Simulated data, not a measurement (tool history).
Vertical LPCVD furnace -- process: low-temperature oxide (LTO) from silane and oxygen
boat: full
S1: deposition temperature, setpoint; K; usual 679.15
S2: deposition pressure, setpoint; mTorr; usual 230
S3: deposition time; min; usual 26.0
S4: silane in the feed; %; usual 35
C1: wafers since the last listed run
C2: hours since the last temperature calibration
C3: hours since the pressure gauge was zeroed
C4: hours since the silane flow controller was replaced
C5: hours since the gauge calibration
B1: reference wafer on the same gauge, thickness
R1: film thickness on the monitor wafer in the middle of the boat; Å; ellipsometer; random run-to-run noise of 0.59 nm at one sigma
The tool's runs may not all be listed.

run   hour      S1   S2    S3  S4   C1      C2      C3      C4     C5      B1      R1
  1    0.0  679.15  230  26.0  29    0  1686.4  4589.8  3060.9  233.3  231.84  1723.7
  2   12.8  685.15  230  26.0  35  174  1699.2  4602.6  3073.7  246.1  231.97  2378.6
  3   23.8  679.15  230  26.0  35  149  1710.2  4613.6  3084.7  257.1  231.97  2243.0
      53.8  -- gauge calibrated
      62.0  -- pressure gauge zeroed
      85.8  -- thermocouples replaced and temperature profile calibrated
  4   86.3  679.15  230  26.0  35  200     0.5    24.3  3147.2   32.5  231.92  2280.1
  5   91.0  679.15  230  26.0  35   64     5.2    29.0  3151.9   37.2  232.00  2268.7
  6   95.8  679.15  230  26.0  35   65    10.0    33.8  3156.7   42.0  232.11  2281.6
  7  100.5  679.15  230  26.0  35   64    14.7    38.5  3161.4   46.7  232.06  2281.7
  8  105.2  679.15  230  26.0  35   64    19.4    43.2  3166.1   51.4  231.92  2278.7
  9  110.0  679.15  230  26.0  35   65    24.2    48.0  3170.9   56.2  232.17  2284.0
 10  114.7  679.15  230  26.0  35   64    28.9    52.7  3175.6   60.9  231.90  2286.3
 11  131.1  679.15  230  26.0  35  223    45.3    69.1  3192.0   77.3  232.00  2284.9
     166.0  -- thermocouples replaced and temperature profile calibrated, repeated, since the last time left the tool worse
 12  166.5  679.15  230  26.0  30  155     0.5   104.5  3227.4  112.7  232.10  1758.2
 13  171.2  691.15  175  34.5  29   64     5.2   109.2  3232.1  117.4  232.14  1936.6
 14  178.4  679.15  230  26.0  35   98    12.4   116.4  3239.3  124.6  231.90  2177.6
 15  193.6  674.15  230  26.0  39  207    27.6   131.6  3254.5  139.8  232.16  2368.8
 16  202.2  676.15  230  26.0  29  117    36.2   140.2  3263.1  148.4  232.13  1608.6
     236.7  -- silane flow controller replaced
 17  237.2  688.15  245  26.0  32  149    71.2   175.2     0.5  183.4  232.01  2279.5
 18  242.0  688.15  190  26.0  35   65    76.0   180.0     5.3  188.2  232.00  1996.3
 19  246.7  691.15  230  26.0  35   64    80.7   184.7    10.0  192.9  232.04  2497.5
 20  260.2  667.15  255  26.0  42  184    94.2   198.2    23.5  206.4  232.01  2651.8
 21  277.1  679.15  230  26.0  35  230   111.1   215.1    40.4  223.3  231.89  2173.5
 22  289.0  679.15  255  32.5  35  162   123.0   227.0    52.3  235.2  232.12  3031.2
 23  300.4  670.15  180  26.0  38  155   134.4   238.4    63.7  246.6  232.18  1726.1
 24  308.3  684.15  230  26.0  35  107   142.3   246.3    71.6  254.5  231.96  2317.5
 25  326.5  671.15  285  17.0  40  248   160.5   264.5    89.8  272.7  232.02  1920.0
     335.3  -- gauge calibrated
 26  335.6  679.15  230  26.0  35  124   169.6   273.6    98.9    0.3  231.86  2190.8
 27  352.0  673.15  280  26.0  35  223   186.0   290.0   115.3   16.7  231.97  2496.5
 28  361.7  679.15  230  26.0  35  132   195.7   299.7   125.0   26.4  231.87  2195.9
 29  372.1  679.15  210  26.0  35  141   206.1   310.1   135.4   36.8  231.92  2002.5
 30  382.3  683.15  185  20.0  29  139   216.3   320.3   145.6   47.0  231.94  1094.8

For each entry between runs, how does the tool's hidden state at the last listed run before it compare with that at the first listed run after it?
Runs 3 to 4: gauge calibrated (hour 53.8); pressure gauge zeroed (hour 62.0); thermocouples replaced and temperature profile calibrated (hour 85.8)
  true tube temperature minus thermocouple reading, K: 2.74 -> 4.83
  measured less the result without the state, R1: +67.5 -> +118.9 Å
Runs 11 to 12: thermocouples replaced and temperature profile calibrated, repeated, since the last time left the tool worse (hour 166.0)
  true tube temperature minus thermocouple reading, K: 5.04 -> 0.565
  measured less the result without the state, R1: +124.4 -> +11.5 Å
Runs 16 to 17: silane flow controller replaced (hour 236.7)
  true tube temperature minus thermocouple reading, K: 0.741 -> 0.903
  measured less the result without the state, R1: +14.0 -> +22.6 Å
Runs 25 to 26: gauge calibrated (hour 335.3)
  true tube temperature minus thermocouple reading, K: 1.27 -> 1.3
  measured less the result without the state, R1: +26.8 -> +31.6 Å

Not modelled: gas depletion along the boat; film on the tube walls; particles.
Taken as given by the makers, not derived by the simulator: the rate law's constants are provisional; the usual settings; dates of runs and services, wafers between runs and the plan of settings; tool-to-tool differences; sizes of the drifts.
